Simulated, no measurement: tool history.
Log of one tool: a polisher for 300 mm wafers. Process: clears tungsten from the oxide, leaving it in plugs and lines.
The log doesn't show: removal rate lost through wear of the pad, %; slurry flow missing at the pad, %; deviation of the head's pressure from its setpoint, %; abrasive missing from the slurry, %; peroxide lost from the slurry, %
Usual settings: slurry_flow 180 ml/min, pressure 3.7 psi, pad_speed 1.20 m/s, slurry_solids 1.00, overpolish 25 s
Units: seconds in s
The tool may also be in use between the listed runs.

run	hour	slurry_flow	pressure	pad_speed	slurry_solids	overpolish	wafers since the last listed run	wafers polished on this pad	hours since the slurry nozzle was cleaned	hours since the head pressure was calibrated	hours since the slurry blender was calibrated	hours since the slurry got fresh peroxide	incoming thickness of the incoming film, nm	seconds
1	0.0	180	4.5	1.20	0.70	25	0	237	432.4	282.8	25.5	716.1	554.6	69.8
2	51.3	145	3.7	1.20	1.00	30	540	778	483.7	334.1	76.8	767.4	551.2	83.7
# hour 90.1: slurry tank refilled with fresh slurry and peroxide
3	100.2	225	2.6	1.20	1.00	25	504	1283	532.6	383.0	125.7	10.1	540.9	106.2
4	172.4	205	5.0	1.04	1.00	20	761	2044	604.8	455.2	197.9	82.3	553.3	67.9
5	216.5	180	3.7	1.20	1.00	25	464	2509	648.9	499.3	242.0	126.4	547.1	80.2
# hour 225.4: slurry nozzle cleaned
6	293.0	200	3.7	1.20	1.00	25	795	3304	67.6	575.8	318.5	202.9	552.5	82.7
7	360.0	205	2.5	1.04	1.00	25	706	4011	134.6	642.8	385.5	269.9	546.6	131.1
8	441.5	180	3.7	1.20	1.00	25	859	4870	216.1	724.3	467.0	351.4	560.2	82.6
9	491.8	180	3.7	1.20	1.00	25	530	5400	266.4	774.6	517.3	401.7	555.0	83.9
10	544.6	125	4.4	0.94	0.90	25	556	5957	319.2	827.4	570.1	454.5	551.1	87.1
11	612.2	180	3.7	1.20	1.25	25	712	6669	386.8	895.0	637.7	522.1	543.6	78.3
# hour 645.9: worn pad replaced by a new one
12	703.6	180	2.7	1.20	1.00	25	921	608	478.2	986.4	729.1	613.5	548.4	111.0
# hour 755.1: slurry blender recalibrated
# hour 767.8: slurry tank refilled with fresh slurry and peroxide
13	787.3	180	3.7	1.56	1.25	25	850	1458	561.9	1070.1	32.2	19.5	548.4	65.7
# hour 839.8: slurry nozzle cleaned
14	863.7	120	4.8	1.20	1.00	25	794	2253	23.9	1146.5	108.6	95.9	549.3	68.7
# hour 875.2: head pressure recalibrated
15	901.8	180	4.5	1.20	1.10	25	380	2634	62.0	26.6	146.7	134.0	555.8	68.5
16	985.1	180	3.7	1.36	1.00	18	878	3512	145.3	109.9	230.0	217.3	549.2	75.0
17	1070.1	180	3.7	1.20	1.00	25	895	4408	230.3	194.9	315.0	302.3	551.3	84.4
18	1127.7	180	3.2	1.58	1.20	38	607	5015	287.9	252.5	372.6	359.9	549.9	76.3
19	1182.4	230	2.4	1.08	1.25	25	576	5591	342.6	307.2	427.3	414.6	561.2	129.9
20	1279.0	180	3.7	1.46	1.00	25	1018	6610	439.2	403.8	523.9	511.2	542.8	71.4
21	1383.3	115	3.7	1.20	1.00	20	1099	7709	543.5	508.1	628.2	615.5	553.0	87.9
22	1432.8	180	5.0	1.20	1.00	33	521	8231	593.0	557.6	677.7	665.0	555.6	61.4
# hour 1441.9: slurry nozzle cleaned
# hour 1444.8: worn pad replaced by a new one
23	1478.8	180	3.7	1.20	1.00	25	443	358	36.9	603.6	723.7	711.0	558.0	81.9
# hour 1526.2: slurry tank refilled with fresh slurry and peroxide
# hour 1544.7: slurry blender recalibrated
24	1577.6	200	3.7	1.40	1.30	31	1009	1367	135.7	702.4	32.9	51.4	541.0	67.4
25	1739.5	135	3.7	1.20	0.80	25	1706	3074	297.6	864.3	194.8	213.3	551.9	87.9

The tool's hidden state at each run:
removal rate lost through wear of the pad, %: 0 in every run
slurry flow missing at the pad, %: 0 in every run
deviation of the head's pressure from its setpoint, %: 0 in every run
abrasive missing from the slurry, %: 0 in every run
peroxide lost from the slurry, %: 0 in every run

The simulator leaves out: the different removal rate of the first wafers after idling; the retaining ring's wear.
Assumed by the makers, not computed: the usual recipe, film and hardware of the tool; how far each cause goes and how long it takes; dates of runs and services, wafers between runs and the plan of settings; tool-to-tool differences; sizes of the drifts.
